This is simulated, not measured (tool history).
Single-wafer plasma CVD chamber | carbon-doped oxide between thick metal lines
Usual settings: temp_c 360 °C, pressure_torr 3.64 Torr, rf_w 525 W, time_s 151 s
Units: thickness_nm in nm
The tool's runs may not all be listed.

| run | hour | temp_c | pressure_torr | rf_w | time_s | wafers since the last listed run | hours since the last thermocouple change | hours since the last RF generator calibration | hours since the last manometer calibration | hours since the showerhead was replaced | hours since the gauge calibration | read-back reference wafer on the same gauge, thickness_nm | thickness_nm |
|---|---|---|---|---|---|---|---|---|---|---|---|---|---|
| 1 | 0.0 | 360 | 3.64 | 525 | 151 | 0 | 666.8 | 318.4 | 1201.7 | 3476.5 | 2645.1 | 842.793 | 793.900 |
| 2 | 56.7 | 360 | 3.64 | 525 | 151 | 728 | 723.5 | 375.1 | 1258.4 | 3533.2 | 2701.8 | 839.534 | 792.419 |
| 3 | 138.3 | 360 | 3.64 | 525 | 151 | 1048 | 805.1 | 456.7 | 1340.0 | 3614.8 | 2783.4 | 841.034 | 792.318 |
| 4 | 240.7 | 360 | 3.64 | 525 | 151 | 1315 | 907.5 | 559.1 | 1442.4 | 3717.2 | 2885.8 | 841.877 | 789.737 |
|  | 315.1 | gauge calibrated |
|  | 323.9 | thermocouple changed; heater temperature recalibrated |
| 5 | 336.3 | 360 | 3.64 | 525 | 151 | 1125 | 12.4 | 654.7 | 1538.0 | 3812.8 | 21.2 | 841.249 | 782.261 |
| 6 | 408.8 | 360 | 3.64 | 525 | 151 | 931 | 84.9 | 727.2 | 1610.5 | 3885.3 | 93.7 | 841.937 | 782.305 |
|  | 430.0 | RF generator calibrated |
|  | 473.0 | showerhead replaced, of another model than before |
| 7 | 505.9 | 360 | 3.64 | 525 | 151 | 1042 | 182.0 | 75.9 | 1707.6 | 32.9 | 190.8 | 841.394 | 777.693 |
| 8 | 604.0 | 360 | 3.64 | 525 | 151 | 1260 | 280.1 | 174.0 | 1805.7 | 131.0 | 288.9 | 838.894 | 787.134 |
| 9 | 679.2 | 360 | 3.64 | 525 | 151 | 966 | 355.3 | 249.2 | 1880.9 | 206.2 | 364.1 | 841.587 | 781.186 |
| 10 | 771.7 | 360 | 3.64 | 525 | 151 | 1188 | 447.8 | 341.7 | 1973.4 | 298.7 | 456.6 | 840.405 | 786.475 |
| 11 | 1037.3 | 360 | 3.64 | 525 | 151 | 3412 | 713.4 | 607.3 | 2239.0 | 564.3 | 722.2 | 841.245 | 793.407 |
| 12 | 1101.4 | 360 | 3.17 | 525 | 151 | 823 | 777.5 | 671.4 | 2303.1 | 628.4 | 786.3 | 841.354 | 783.229 |
|  | 1109.7 | capacitance manometer re-zeroed and calibrated |
| 13 | 1170.7 | 360 | 3.64 | 525 | 151 | 787 | 846.8 | 740.7 | 61.0 | 697.7 | 855.6 | 842.270 | 790.081 |
|  | 1183.5 | RF generator calibrated |
| 14 | 1226.1 | 369 | 4.19 | 560 | 138 | 609 | 902.2 | 42.6 | 116.4 | 753.1 | 911.0 | 840.056 | 749.659 |
| 15 | 1285.0 | 352 | 3.64 | 525 | 151 | 756 | 961.1 | 101.5 | 175.3 | 812.0 | 969.9 | 841.855 | 809.467 |
|  | 1313.5 | thermocouple changed; heater temperature recalibrated |
| 16 | 1349.6 | 371 | 3.64 | 525 | 151 | 727 | 36.1 | 166.1 | 239.9 | 876.6 | 1034.5 | 841.176 | 757.047 |
| 17 | 1406.3 | 360 | 4.05 | 525 | 151 | 728 | 92.8 | 222.8 | 296.6 | 933.3 | 1091.2 | 841.782 | 790.053 |
| 18 | 1449.9 | 360 | 3.64 | 485 | 151 | 560 | 136.4 | 266.4 | 340.2 | 976.9 | 1134.8 | 840.457 | 742.013 |
| 19 | 1534.0 | 354 | 3.64 | 610 | 151 | 1080 | 220.5 | 350.5 | 424.3 | 1061.0 | 1218.9 | 840.860 | 874.792 |
| 20 | 1623.8 | 360 | 3.64 | 615 | 151 | 1153 | 310.3 | 440.3 | 514.1 | 1150.8 | 1308.7 | 840.498 | 859.068 |
| 21 | 1727.1 | 360 | 3.64 | 525 | 151 | 1327 | 413.6 | 543.6 | 617.4 | 1254.1 | 1412.0 | 840.339 | 793.563 |
| 22 | 1805.3 | 360 | 3.64 | 625 | 128 | 1004 | 491.8 | 621.8 | 695.6 | 1332.3 | 1490.2 | 841.681 | 739.985 |
| 23 | 1873.4 | 360 | 3.64 | 525 | 151 | 875 | 559.9 | 689.9 | 763.7 | 1400.4 | 1558.3 | 840.586 | 791.623 |
| 24 | 1912.8 | 360 | 3.64 | 525 | 151 | 506 | 599.3 | 729.3 | 803.1 | 1439.8 | 1597.7 | 839.511 | 790.240 |
| 25 | 1972.9 | 360 | 3.64 | 525 | 167 | 772 | 659.4 | 789.4 | 863.2 | 1499.9 | 1657.8 | 841.309 | 871.251 |
| 26 | 2026.1 | 360 | 3.64 | 525 | 151 | 683 | 712.6 | 842.6 | 916.4 | 1553.1 | 1711.0 | 840.601 | 789.810 |
| 27 | 2092.7 | 360 | 3.64 | 525 | 151 | 855 | 779.2 | 909.2 | 983.0 | 1619.7 | 1777.6 | 842.896 | 782.348 |
|  | 2124.1 | RF generator calibrated |
| 28 | 2144.1 | 352 | 4.33 | 525 | 151 | 557 | 830.6 | 20.0 | 1034.4 | 1671.1 | 1829.0 | 842.594 | 826.974 |
| 29 | 2216.3 | 360 | 3.64 | 605 | 165 | 927 | 902.8 | 92.2 | 1106.6 | 1743.3 | 1901.2 | 840.392 | 949.110 |

3 ways to go on from here, each from the tool as it stands after run 29. What would each give?
| A | 2216.7 | 360 | 3.64 | 555 | 151 | 5 | 903.2 | 92.6 | 1107.0 | 1743.7 | 1901.6 | ? | ? |
| B | 2216.7 | 350 | 4.24 | 480 | 171 | 5 | 903.2 | 92.6 | 1107.0 | 1743.7 | 1901.6 | ? | ? |
| C | 2216.7 | 365 | 3.64 | 425 | 151 | 5 | 903.2 | 92.6 | 1107.0 | 1743.7 | 1901.6 | ? | ? |

| run | read-back reference wafer on the same gauge, thickness_nm | thickness_nm |
|---|---|---|
| A | 842.303 | 823.101 |
| B | 842.303 | 896.794 |
| C | 842.303 | 682.297 |
Without the tool's hidden state the same runs would have given:
| run | thickness_nm |
|---|---|
| A | 812.780 |
| B | 884.291 |
| C | 674.467 |

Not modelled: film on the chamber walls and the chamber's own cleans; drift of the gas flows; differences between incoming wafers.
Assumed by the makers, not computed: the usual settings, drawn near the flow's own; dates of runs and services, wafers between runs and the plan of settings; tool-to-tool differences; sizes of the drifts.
